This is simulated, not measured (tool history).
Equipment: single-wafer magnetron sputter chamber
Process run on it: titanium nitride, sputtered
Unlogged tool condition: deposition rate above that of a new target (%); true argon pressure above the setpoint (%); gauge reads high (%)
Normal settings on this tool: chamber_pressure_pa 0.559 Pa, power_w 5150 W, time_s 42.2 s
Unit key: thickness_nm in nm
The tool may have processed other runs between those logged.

run     day  chamber_pressure_pa  power_w  time_s  wafers since the last listed run  wafers on the sputter target  hours since the last manometer calibration  hours since the magnet pack was replaced  hours since the gauge calibration  read-back reference wafer on the same gauge, thickness_nm  thickness_nm
  1   0.000                0.487     5150    42.2                                 0                          4317                                      1581.7                                    3532.4                              363.1                                                     42.964        37.461
  2   0.271                0.559     4500    46.2                               140                          4457                                      1588.2                                    3538.9                              369.6                                                     42.954        35.512
  3   0.754                0.559     4500    46.2                               250                          4708                                      1599.8                                    3550.5                              381.2                                                     43.023        35.363
  4   1.467                0.559     4500    46.2                               369                          5077                                      1616.9                                    3567.6                              398.3                                                     43.000        35.533
  5   2.017                0.559     5150    42.2                               285                          5363                                      1630.1                                    3580.8                              411.5                                                     43.020        36.110
  6   2.767                0.559     5150    42.2                               388                          5751                                      1648.1                                    3598.8                              429.5                                                     43.029        35.974
      3.521  -- magnet pack replaced
  7   3.542                0.559     5150    42.2                               228                          5980                                      1666.7                                       0.5                              448.1                                                     42.971        36.036
  8   3.921                0.559     5150    42.2                               196                          6177                                      1675.8                                       9.6                              457.2                                                     42.984        36.226
  9   4.633                0.559     5150    42.2                               369                          6546                                      1692.9                                      26.7                              474.3                                                     42.992        35.998
      5.292  -- sputter target and shields replaced
 10   5.312                0.559     5150    42.2                               179                             9                                      1709.2                                      43.0                              490.6                                                     42.999        35.775
 11   5.329                0.559     5150    47.0                                 8                            18                                      1709.6                                      43.4                              491.0                                                     43.008        40.121
 12   5.996                0.559     5150    47.0                               345                           364                                      1725.6                                      59.4                              507.0                                                     42.942        40.243
 13   6.475                0.559     5150    42.2                               248                           612                                      1737.1                                      70.9                              518.5                                                     42.994        35.930
 14   7.092                0.735     4600    34.5                               319                           932                                      1751.9                                      85.7                              533.3                                                     43.003        25.068
 15   7.567                0.357     6100    42.2                               246                          1178                                      1763.3                                      97.1                              544.7                                                     43.059        45.655
      8.050  -- capacitance manometer re-zeroed and calibrated
 16   8.071                0.559     4500    46.2                                88                          1267                                         0.5                                     109.2                              556.8                                                     43.041        35.652
 17   8.279                0.559     5150    42.2                               108                          1375                                         5.5                                     114.2                              561.8                                                     42.981        36.153
 18   9.021                0.559     5150    42.2                               384                          1759                                        23.3                                     132.0                              579.6                                                     43.003        35.865
 19   9.333                0.753     5850    37.4                               162                          1921                                        30.8                                     139.5                              587.1                                                     43.000        32.648
 20   9.746                0.559     5150    44.3                               213                          2135                                        40.7                                     149.4                              597.0                                                     42.969        37.688
 21  10.142                0.559     5150    42.2                               205                          2340                                        50.2                                     158.9                              606.5                                                     43.013        36.131
 22  10.471                0.499     5150    49.8                               170                          2511                                        58.1                                     166.8                              614.4                                                     42.982        43.645
 23  11.567                0.657     5150    42.2                               568                          3079                                        84.4                                     193.1                              640.7                                                     43.017        34.301
     12.121  -- gauge calibrated
 24  12.275                0.559     4350    40.1                               367                          3446                                       101.4                                     210.1                                3.7                                                     42.977        30.103
 25  12.617                0.559     5150    47.0                               177                          3624                                       109.6                                     218.3                               11.9                                                     43.006        40.182
 26  13.304                0.642     6150    36.5                               356                          3980                                       126.1                                     234.8                               28.4                                                     43.016        34.396
 27  13.975                0.418     6150    42.2                               347                          4328                                       142.2                                     250.9                               44.5                                                     43.028        44.264
 28  14.579                0.700     5550    44.8                               313                          4641                                       156.7                                     265.4                               59.0                                                     42.996        38.252
 29  15.175                0.651     5500    37.2                               308                          4950                                       171.0                                     279.7                               73.3                                                     42.996        32.261
 30  15.579                0.440     5900    42.2                               209                          5159                                       180.7                                     289.4                               83.0                                                     43.005        42.192
 31  16.200                0.559     5150    42.2                               321                          5481                                       195.6                                     304.3                               97.9                                                     42.967        35.780
 32  16.758                0.559     5150    42.2                               289                          5771                                       209.0                                     317.7                              111.3                                                     43.017        36.075
 33  17.096                0.559     6300    39.0                               174                          5946                                       217.1                                     325.8                              119.4                                                     42.917        39.055
     17.617  -- sputter target and shields replaced
 34  17.783                0.702     5750    44.5                               183                            87                                       233.6                                     342.3                              135.9                                                     42.969        39.003
 35  18.475                0.416     5150    50.6                               358                           445                                       250.2                                     358.9                              152.5                                                     42.973        46.101

Take each entry between the runs: how does the hidden state at the last listed run before it differ from the hidden state at the first listed run after it?
Between runs 6 and 7: magnet pack replaced (day 3.521)
  nothing in the hidden state changes from one run to the other
Between runs 9 and 10: sputter target and shields replaced (day 5.292)
  nothing in the hidden state changes from one run to the other
Between runs 15 and 16: capacitance manometer re-zeroed and calibrated (day 8.050)
  nothing in the hidden state changes from one run to the other
Between runs 23 and 24: gauge calibrated (day 12.121)
  nothing in the hidden state changes from one run to the other
Between runs 33 and 34: sputter target and shields replaced (day 17.617)
  nothing in the hidden state changes from one run to the other

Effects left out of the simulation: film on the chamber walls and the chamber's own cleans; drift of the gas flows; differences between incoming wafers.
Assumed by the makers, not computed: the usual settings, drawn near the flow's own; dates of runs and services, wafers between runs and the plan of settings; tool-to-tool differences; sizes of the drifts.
